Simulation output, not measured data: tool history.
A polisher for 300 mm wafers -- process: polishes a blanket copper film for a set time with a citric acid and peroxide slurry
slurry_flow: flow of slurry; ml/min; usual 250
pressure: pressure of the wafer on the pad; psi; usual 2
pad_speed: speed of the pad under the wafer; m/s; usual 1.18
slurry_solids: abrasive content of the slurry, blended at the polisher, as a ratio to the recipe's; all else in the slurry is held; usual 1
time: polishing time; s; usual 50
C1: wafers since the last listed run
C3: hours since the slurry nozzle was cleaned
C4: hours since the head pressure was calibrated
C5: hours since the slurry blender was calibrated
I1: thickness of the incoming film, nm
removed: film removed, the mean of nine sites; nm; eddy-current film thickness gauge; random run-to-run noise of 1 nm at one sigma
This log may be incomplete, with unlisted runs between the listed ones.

{"run": 1, "hour": 0.0, "slurry_flow": 250, "pressure": 2, "pad_speed": 1.18, "slurry_solids": 1, "time": 50, "C1": 0, "wafers polished on this pad": 1853, "C3": 186.4, "C4": 192.2, "C5": 274.5, "I1": 554.6, "removed": 69.8}
{"run": 2, "hour": 36.3, "slurry_flow": 250, "pressure": 2, "pad_speed": 1.18, "slurry_solids": 1, "time": 50, "C1": 459, "wafers polished on this pad": 2312, "C3": 222.7, "C4": 228.5, "C5": 310.8, "I1": 558.2, "removed": 70.1}
{"run": 3, "hour": 85.8, "slurry_flow": 250, "pressure": 2, "pad_speed": 1.18, "slurry_solids": 1, "time": 50, "C1": 625, "wafers polished on this pad": 2938, "C3": 272.2, "C4": 278, "C5": 360.3, "I1": 560.5, "removed": 71.9}
{"run": 4, "hour": 132.8, "slurry_flow": 250, "pressure": 2, "pad_speed": 1.18, "slurry_solids": 1, "time": 50, "C1": 594, "wafers polished on this pad": 3532, "C3": 319.2, "C4": 325, "C5": 407.3, "I1": 564.6, "removed": 69.2}
{"run": 5, "hour": 172.3, "slurry_flow": 250, "pressure": 2, "pad_speed": 1.18, "slurry_solids": 1, "time": 50, "C1": 499, "wafers polished on this pad": 4032, "C3": 358.7, "C4": 364.5, "C5": 446.8, "I1": 560.4, "removed": 68.5}
{"hour": 212.8, "done": "slurry blender recalibrated"}
{"run": 6, "hour": 277.2, "slurry_flow": 250, "pressure": 2, "pad_speed": 1.18, "slurry_solids": 1, "time": 50, "C1": 1301, "wafers polished on this pad": 5333, "C3": 463.6, "C4": 469.4, "C5": 64.4, "I1": 561.9, "removed": 65.3}
{"run": 7, "hour": 321.1, "slurry_flow": 250, "pressure": 2, "pad_speed": 1.18, "slurry_solids": 1, "time": 50, "C1": 555, "wafers polished on this pad": 5888, "C3": 507.5, "C4": 513.3, "C5": 108.3, "I1": 569.7, "removed": 65.8}
{"hour": 392.4, "done": "worn pad replaced by a new one"}
{"run": 8, "hour": 428.5, "slurry_flow": 270, "pressure": 2, "pad_speed": 1.18, "slurry_solids": 1, "time": 50, "C1": 1307, "wafers polished on this pad": 456, "C3": 614.9, "C4": 620.7, "C5": 215.7, "I1": 561.7, "removed": 74.4}
{"hour": 440.7, "done": "slurry nozzle cleaned"}
{"run": 9, "hour": 527.0, "slurry_flow": 270, "pressure": 2, "pad_speed": 1.18, "slurry_solids": 1, "time": 50, "C1": 1232, "wafers polished on this pad": 1689, "C3": 86.3, "C4": 719.2, "C5": 314.2, "I1": 569.4, "removed": 73.1}
{"run": 10, "hour": 630.6, "slurry_flow": 270, "pressure": 2, "pad_speed": 1.18, "slurry_solids": 1, "time": 50, "C1": 1310, "wafers polished on this pad": 2999, "C3": 189.9, "C4": 822.8, "C5": 417.8, "I1": 561.1, "removed": 71.7}
{"run": 11, "hour": 689.4, "slurry_flow": 250, "pressure": 2, "pad_speed": 1.18, "slurry_solids": 1, "time": 50, "C1": 743, "wafers polished on this pad": 3742, "C3": 248.7, "C4": 881.6, "C5": 476.6, "I1": 556.1, "removed": 68.4}
{"hour": 762.1, "done": "slurry blender recalibrated"}
{"run": 12, "hour": 768.7, "slurry_flow": 250, "pressure": 2, "pad_speed": 1.18, "slurry_solids": 1, "time": 50, "C1": 977, "wafers polished on this pad": 4720, "C3": 328, "C4": 960.9, "C5": 6.6, "I1": 560.4, "removed": 67}
{"hour": 816.0, "done": "head pressure recalibrated"}
{"hour": 852.3, "done": "worn pad replaced by a new one"}
{"run": 13, "hour": 852.8, "slurry_flow": 250, "pressure": 2, "pad_speed": 1.18, "slurry_solids": 1, "time": 55, "C1": 987, "wafers polished on this pad": 6, "C3": 412.1, "C4": 36.8, "C5": 90.7, "I1": 558.7, "removed": 81.1}
{"run": 14, "hour": 914.9, "slurry_flow": 315, "pressure": 1.5, "pad_speed": 1.18, "slurry_solids": 0.7, "time": 50, "C1": 785, "wafers polished on this pad": 791, "C3": 474.2, "C4": 98.9, "C5": 152.8, "I1": 561.8, "removed": 52.8}
{"run": 15, "hour": 969.8, "slurry_flow": 250, "pressure": 2.2, "pad_speed": 1.18, "slurry_solids": 0.7, "time": 45, "C1": 694, "wafers polished on this pad": 1485, "C3": 529.1, "C4": 153.8, "C5": 207.7, "I1": 557.2, "removed": 65}
{"hour": 1010.2, "done": "slurry nozzle cleaned"}
{"run": 16, "hour": 1022.4, "slurry_flow": 250, "pressure": 2.5, "pad_speed": 0.88, "slurry_solids": 0.8, "time": 42, "C1": 652, "wafers polished on this pad": 2138, "C3": 12.2, "C4": 206.4, "C5": 260.3, "I1": 558, "removed": 51.1}
{"run": 17, "hour": 1110.8, "slurry_flow": 250, "pressure": 2, "pad_speed": 1.42, "slurry_solids": 1, "time": 57, "C1": 1117, "wafers polished on this pad": 3255, "C3": 100.6, "C4": 294.8, "C5": 348.7, "I1": 549.8, "removed": 94.3}
{"run": 18, "hour": 1191.1, "slurry_flow": 310, "pressure": 2, "pad_speed": 1.18, "slurry_solids": 1, "time": 50, "C1": 1015, "wafers polished on this pad": 4271, "C3": 180.9, "C4": 375.1, "C5": 429, "I1": 561.4, "removed": 69.5}
{"hour": 1223.4, "done": "slurry blender recalibrated"}
{"run": 19, "hour": 1231.4, "slurry_flow": 250, "pressure": 2, "pad_speed": 1.18, "slurry_solids": 0.85, "time": 50, "C1": 484, "wafers polished on this pad": 4755, "C3": 221.2, "C4": 415.4, "C5": 8, "I1": 559.5, "removed": 64.1}
{"run": 20, "hour": 1295.5, "slurry_flow": 250, "pressure": 2, "pad_speed": 1.18, "slurry_solids": 1, "time": 39, "C1": 810, "wafers polished on this pad": 5566, "C3": 285.3, "C4": 479.5, "C5": 72.1, "I1": 558.8, "removed": 52}
{"hour": 1364.9, "done": "worn pad replaced by a new one"}
{"run": 21, "hour": 1380.2, "slurry_flow": 250, "pressure": 2, "pad_speed": 1.42, "slurry_solids": 1, "time": 57, "C1": 1020, "wafers polished on this pad": 193, "C3": 370, "C4": 564.2, "C5": 156.8, "I1": 551, "removed": 100.3}
{"run": 22, "hour": 1479.0, "slurry_flow": 315, "pressure": 1.5, "pad_speed": 1.18, "slurry_solids": 0.7, "time": 50, "C1": 1249, "wafers polished on this pad": 1442, "C3": 468.8, "C4": 663, "C5": 255.6, "I1": 550.2, "removed": 52.8}
{"run": 23, "hour": 1538.9, "slurry_flow": 250, "pressure": 2, "pad_speed": 1.18, "slurry_solids": 1, "time": 50, "C1": 757, "wafers polished on this pad": 2200, "C3": 528.7, "C4": 722.9, "C5": 315.5, "I1": 554, "removed": 71.6}
{"hour": 1600.5, "done": "slurry nozzle cleaned"}
{"run": 24, "hour": 1633.1, "slurry_flow": 250, "pressure": 2, "pad_speed": 1.18, "slurry_solids": 1, "time": 50, "C1": 1178, "wafers polished on this pad": 3378, "C3": 32.6, "C4": 817.1, "C5": 409.7, "I1": 560.1, "removed": 69.4}
{"run": 25, "hour": 1682.3, "slurry_flow": 250, "pressure": 2, "pad_speed": 1.18, "slurry_solids": 1, "time": 50, "C1": 622, "wafers polished on this pad": 4001, "C3": 81.8, "C4": 866.3, "C5": 458.9, "I1": 557.4, "removed": 68.8}
{"hour": 1715.3, "done": "slurry blender recalibrated"}
{"run": 26, "hour": 1739.1, "slurry_flow": 300, "pressure": 2, "pad_speed": 1.18, "slurry_solids": 1.1, "time": 44, "C1": 692, "wafers polished on this pad": 4694, "C3": 138.6, "C4": 923.1, "C5": 23.8, "I1": 558.5, "removed": 62.9}
{"hour": 1743.6, "done": "head pressure recalibrated"}
{"hour": 1801.7, "done": "worn pad replaced by a new one"}
{"run": 27, "hour": 1997.3, "slurry_flow": 250, "pressure": 2, "pad_speed": 1.18, "slurry_solids": 1, "time": 50, "C1": 3189, "wafers polished on this pad": 2473, "C3": 396.8, "C4": 253.7, "C5": 282, "I1": 560.9, "removed": 69.9}
{"run": 28, "hour": 2063.9, "slurry_flow": 250, "pressure": 1.4, "pad_speed": 1.18, "slurry_solids": 1, "time": 50, "C1": 842, "wafers polished on this pad": 3315, "C3": 463.4, "C4": 320.3, "C5": 348.6, "I1": 556.7, "removed": 51.7}
{"hour": 2091.0, "done": "slurry nozzle cleaned"}
{"run": 29, "hour": 2117.5, "slurry_flow": 250, "pressure": 2, "pad_speed": 1.18, "slurry_solids": 1, "time": 50, "C1": 665, "wafers polished on this pad": 3980, "C3": 26.5, "C4": 373.9, "C5": 402.2, "I1": 553, "removed": 68}

5 options for the next run, each taken on its own from the tool as it stands now. Forecast them:
{"run": "A", "hour": 2117.9, "slurry_flow": 250, "pressure": 2, "pad_speed": 0.88, "slurry_solids": 1, "time": 50, "C1": 5, "wafers polished on this pad": 3985, "C3": 26.9, "C4": 374.3, "C5": 402.6, "I1": 554.7, "removed": "?"}
{"run": "B", "hour": 2117.9, "slurry_flow": 250, "pressure": 2, "pad_speed": 1.06, "slurry_solids": 0.8, "time": 68, "C1": 5, "wafers polished on this pad": 3985, "C3": 26.9, "C4": 374.3, "C5": 402.6, "I1": 554.7, "removed": "?"}
{"run": "C", "hour": 2117.9, "slurry_flow": 250, "pressure": 2.2, "pad_speed": 1.18, "slurry_solids": 1.15, "time": 50, "C1": 5, "wafers polished on this pad": 3985, "C3": 26.9, "C4": 374.3, "C5": 402.6, "I1": 554.7, "removed": "?"}
{"run": "D", "hour": 2117.9, "slurry_flow": 250, "pressure": 2, "pad_speed": 1.3, "slurry_solids": 0.9, "time": 64, "C1": 5, "wafers polished on this pad": 3985, "C3": 26.9, "C4": 374.3, "C5": 402.6, "I1": 554.7, "removed": "?"}
{"run": "E", "hour": 2117.9, "slurry_flow": 250, "pressure": 2.6, "pad_speed": 1.18, "slurry_solids": 0.75, "time": 33, "C1": 5, "wafers polished on this pad": 3985, "C3": 26.9, "C4": 374.3, "C5": 402.6, "I1": 554.7, "removed": "?"}

run=A removed=49.4
run=B removed=76
run=C removed=73.7
run=D removed=89.8
run=E removed=50.6
Without the tool's hidden state the same runs would have given:
run=A removed=54.7
run=B removed=84
run=C removed=81.6
run=D removed=99.3
run=E removed=56

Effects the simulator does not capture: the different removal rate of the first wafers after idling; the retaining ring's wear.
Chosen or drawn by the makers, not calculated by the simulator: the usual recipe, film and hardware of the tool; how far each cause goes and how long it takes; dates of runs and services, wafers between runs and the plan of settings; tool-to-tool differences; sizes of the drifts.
